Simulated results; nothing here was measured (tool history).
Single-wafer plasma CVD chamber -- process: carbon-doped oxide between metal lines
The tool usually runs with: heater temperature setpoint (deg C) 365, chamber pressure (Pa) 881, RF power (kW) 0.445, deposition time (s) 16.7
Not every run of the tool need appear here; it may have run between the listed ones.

run,day,heater temperature setpoint (deg C),chamber pressure (Pa),RF power (kW),deposition time (s),wafers since the last listed run,hours since the last thermocouple change,hours since the last RF generator calibration,hours since the last manometer calibration,hours since the showerhead was replaced,hours since the gauge calibration,"read-back reference wafer on the same gauge, thickness_nm",mean film thickness on the monitor wafer (Å)
1,0.000,365,881,0.445,16.7,0,2743.2,405.4,1872.3,3092.2,323.0,66.809,785.96
2,0.558,365,881,0.445,16.7,478,2756.6,418.8,1885.7,3105.6,336.4,66.906,780.95
3,2.017,365,881,0.470,16.7,1249,2791.6,453.8,1920.7,3140.6,371.4,66.708,826.27
4,3.162,365,881,0.470,16.7,982,2819.1,481.3,1948.2,3168.1,398.9,66.944,816.17
5,4.229,365,881,0.445,16.7,914,2844.7,506.9,1973.8,3193.7,424.5,66.675,773.74
6,4.817,365,881,0.445,16.7,503,2858.8,521.0,1987.9,3207.8,438.6,66.723,776.61
7,5.650,365,881,0.445,16.7,714,2878.8,541.0,2007.9,3227.8,458.6,66.876,766.77
8,6.762,365,881,0.445,16.7,953,2905.5,567.7,2034.6,3254.5,485.3,66.905,773.80
9,7.633,365,881,0.445,16.7,746,2926.4,588.6,2055.5,3275.4,506.2,66.758,767.81
10,8.679,365,953,0.445,16.7,896,2951.5,613.7,2080.6,3300.5,531.3,66.896,774.74
11,9.204,365,953,0.445,16.7,449,2964.1,626.3,2093.2,3313.1,543.9,66.915,772.36
12,10.688,365,881,0.445,16.7,1271,2999.7,661.9,2128.8,3348.7,579.5,66.753,762.80
13,11.896,365,881,0.445,16.7,1035,3028.7,690.9,2157.8,3377.7,608.5,66.840,762.48
# day 12.654: thermocouple changed; heater temperature recalibrated
14,12.692,365,949,0.370,20.0,396,0.9,710.0,2176.9,3396.8,627.6,66.625,751.09
15,13.517,365,881,0.445,16.7,707,20.7,729.8,2196.7,3416.6,647.4,66.705,765.83
16,14.450,350,951,0.390,16.7,799,43.1,752.2,2219.1,3439.0,669.8,66.658,697.76
17,15.850,365,881,0.445,16.7,1199,76.7,785.8,2252.7,3472.6,703.4,66.716,753.36
# day 16.679: showerhead replaced
18,17.217,365,1096,0.395,16.7,885,109.5,818.6,2285.5,12.9,736.2,66.816,675.41
19,18.362,365,881,0.445,16.7,982,137.0,846.1,2313.0,40.4,763.7,66.837,751.85
20,19.158,365,881,0.445,16.7,682,156.1,865.2,2332.1,59.5,782.8,66.760,748.35
# day 19.721: capacitance manometer re-zeroed and calibrated
21,20.417,358,881,0.370,19.2,792,186.3,895.4,16.7,89.7,813.0,66.744,715.03
# day 22.862: RF generator calibrated
22,22.883,365,881,0.445,16.7,1828,245.5,0.5,75.9,148.9,872.2,66.673,790.45
23,23.071,354,1079,0.445,16.7,160,250.0,5.0,80.4,153.4,876.7,66.844,834.70
# day 23.758: gauge calibrated
24,24.050,375,881,0.445,16.7,839,273.5,28.5,103.9,176.9,7.0,66.822,769.57
25,25.404,365,881,0.445,16.7,1160,306.0,61.0,136.4,209.4,39.5,66.938,794.39
26,26.800,369,881,0.500,18.8,1196,339.5,94.5,169.9,242.9,73.0,66.880,979.57
27,29.554,365,881,0.370,15.5,2360,405.6,160.6,236.0,309.0,139.1,66.851,604.77
28,30.138,361,1005,0.445,16.7,499,419.6,174.6,250.0,323.0,153.1,66.825,805.55

Measured result minus the same run's result without the hidden state. Both carry the same run-to-run variation, though not necessarily the same gauge scatter:
Hidden state at play: wafer temperature above the value expected at the setpoint (K); delivered RF power above the setpoint (%); true pressure above the setpoint (%); gauge reads high (%).
run,mean film thickness on the monitor wafer (Å)
1,-12.44
2,-13.02
3,-13.58
4,-14.82
5,-17.80
6,-18.75
7,-19.78
8,-21.76
9,-23.07
10,-25.13
11,-26.03
12,-28.51
13,-30.93
14,-33.40
15,-34.52
16,-34.70
17,-39.25
18,-39.72
19,-45.39
20,-47.27
21,-50.41
22,-1.87
23,-1.97
24,-1.87
25,-2.10
26,-2.52
27,-2.69
28,-3.74

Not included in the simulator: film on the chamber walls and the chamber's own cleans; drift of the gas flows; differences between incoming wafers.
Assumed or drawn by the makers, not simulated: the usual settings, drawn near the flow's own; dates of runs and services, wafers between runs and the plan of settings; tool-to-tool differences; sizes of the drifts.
